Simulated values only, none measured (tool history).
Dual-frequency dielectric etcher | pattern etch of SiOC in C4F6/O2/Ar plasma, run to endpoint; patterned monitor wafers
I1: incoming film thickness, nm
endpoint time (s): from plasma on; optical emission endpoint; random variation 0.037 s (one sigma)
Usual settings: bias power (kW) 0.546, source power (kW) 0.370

Run 1, day 0.000: usual settings; I1 27.90. Result: endpoint time (s) 9.2.
Run 2, day 1.546: usual settings; I1 28.23. Result: endpoint time (s) 9.2.
At day 3.562: wet clean of the chamber.
Run 3, day 5.733: usual settings; I1 27.66. Result: endpoint time (s) 9.0.
Run 4, day 9.967: usual settings; I1 28.01. Result: endpoint time (s) 9.1.
Run 5, day 13.496: usual settings but bias power (kW) 0.453, source power (kW) 0.430; I1 28.22. Result: endpoint time (s) 9.2.
Run 6, day 16.988: usual settings but source power (kW) 0.320; I1 28.30. Result: endpoint time (s) 9.8.
Run 7, day 19.717: usual settings but source power (kW) 0.320; I1 27.86. Result: endpoint time (s) 9.7.
Run 8, day 22.150: usual settings; I1 28.27. Result: endpoint time (s) 9.3.
Run 9, day 26.117: usual settings; I1 28.06. Result: endpoint time (s) 9.2.
At day 28.158: upper electrode replaced, of another model than before.
Run 10, day 28.396: usual settings; I1 27.81. Result: endpoint time (s) 9.2.
Run 11, day 31.962: usual settings; I1 27.97. Result: endpoint time (s) 9.2.
At day 33.304: wet clean of the chamber.
Run 12, day 36.138: usual settings; I1 28.03. Result: endpoint time (s) 9.2.
Run 13, day 40.583: usual settings; I1 28.16. Result: endpoint time (s) 9.3.
At day 40.821: bias power generator calibrated.
Run 14, day 44.546: usual settings but bias power (kW) 0.422, source power (kW) 0.290; I1 28.13. Result: endpoint time (s) 11.1.
Run 15, day 47.775: usual settings but bias power (kW) 0.620; I1 28.03. Result: endpoint time (s) 9.1.
Run 16, day 50.012: usual settings but bias power (kW) 0.649, source power (kW) 0.420; I1 27.78. Result: endpoint time (s) 8.4.
Run 17, day 53.854: usual settings but bias power (kW) 0.500, source power (kW) 0.460; I1 28.06. Result: endpoint time (s) 8.6.
Run 18, day 55.829: usual settings; I1 27.84. Result: endpoint time (s) 9.3.
At day 60.371: wet clean of the chamber.
Run 19, day 60.392: usual settings but source power (kW) 0.420; I1 28.39. Result: endpoint time (s) 8.8.
Run 20, day 61.962: usual settings but bias power (kW) 0.681, source power (kW) 0.430; I1 28.23. Result: endpoint time (s) 8.4.
Run 21, day 64.162: usual settings but bias power (kW) 0.602, source power (kW) 0.290; I1 27.97. Result: endpoint time (s) 10.3.
At day 67.512: source power generator calibrated.
Run 22, day 68.117: usual settings; I1 28.30. Result: endpoint time (s) 9.4.
Run 23, day 70.800: usual settings but bias power (kW) 0.645, source power (kW) 0.340; I1 27.85. Result: endpoint time (s) 9.3.
Run 24, day 73.650: usual settings but bias power (kW) 0.455, source power (kW) 0.330; I1 28.19. Result: endpoint time (s) 10.2.
Run 25, day 77.304: usual settings but bias power (kW) 0.670, source power (kW) 0.330; I1 28.01. Result: endpoint time (s) 9.4.
Run 26, day 81.483: usual settings; I1 28.39. Result: endpoint time (s) 9.4.
Run 27, day 83.538: usual settings; I1 28.12. Result: endpoint time (s) 9.3.
Run 28, day 85.496: usual settings but bias power (kW) 0.461, source power (kW) 0.410; I1 28.09. Result: endpoint time (s) 9.1.
At day 89.521: wet clean of the chamber.
Run 29, day 89.812: usual settings; I1 28.41. Result: endpoint time (s) 9.4.
Run 30, day 92.004: usual settings but bias power (kW) 0.662, source power (kW) 0.320; I1 28.10. Result: endpoint time (s) 9.6.
Run 31, day 99.854: usual settings but bias power (kW) 0.652, source power (kW) 0.400; I1 27.94. Result: endpoint time (s) 8.6.
Run 32, day 103.283: usual settings but bias power (kW) 0.410, source power (kW) 0.410; I1 28.00. Result: endpoint time (s) 9.3.
Run 33, day 104.975: usual settings but bias power (kW) 0.500, source power (kW) 0.460; I1 28.00. Result: endpoint time (s) 8.4.
Run 34, day 107.575: usual settings but bias power (kW) 0.488, source power (kW) 0.350; I1 28.16. Result: endpoint time (s) 9.8.
Run 35, day 111.238: usual settings but bias power (kW) 0.673, source power (kW) 0.400; I1 28.22. Result: endpoint time (s) 8.6.

Forecast each of these 4 alternatives for the next run:
Run A, day 111.254: usual settings; I1 28.14. Result: endpoint time (s) ?.
Run B, day 111.254: usual settings but source power (kW) 0.460; I1 28.14. Result: endpoint time (s) ?.
Run C, day 111.254: usual settings but bias power (kW) 0.508; I1 28.14. Result: endpoint time (s) ?.
Run D, day 111.254: usual settings but bias power (kW) 0.475, source power (kW) 0.450; I1 28.14. Result: endpoint time (s) ?.

run  endpoint time (s)
  A                9.3
  B                8.3
  C                9.4
  D                8.6
Without the tool's hidden state the same runs would have given:
run  endpoint time (s)
  A                9.3
  B                8.4
  C                9.4
  D                8.7

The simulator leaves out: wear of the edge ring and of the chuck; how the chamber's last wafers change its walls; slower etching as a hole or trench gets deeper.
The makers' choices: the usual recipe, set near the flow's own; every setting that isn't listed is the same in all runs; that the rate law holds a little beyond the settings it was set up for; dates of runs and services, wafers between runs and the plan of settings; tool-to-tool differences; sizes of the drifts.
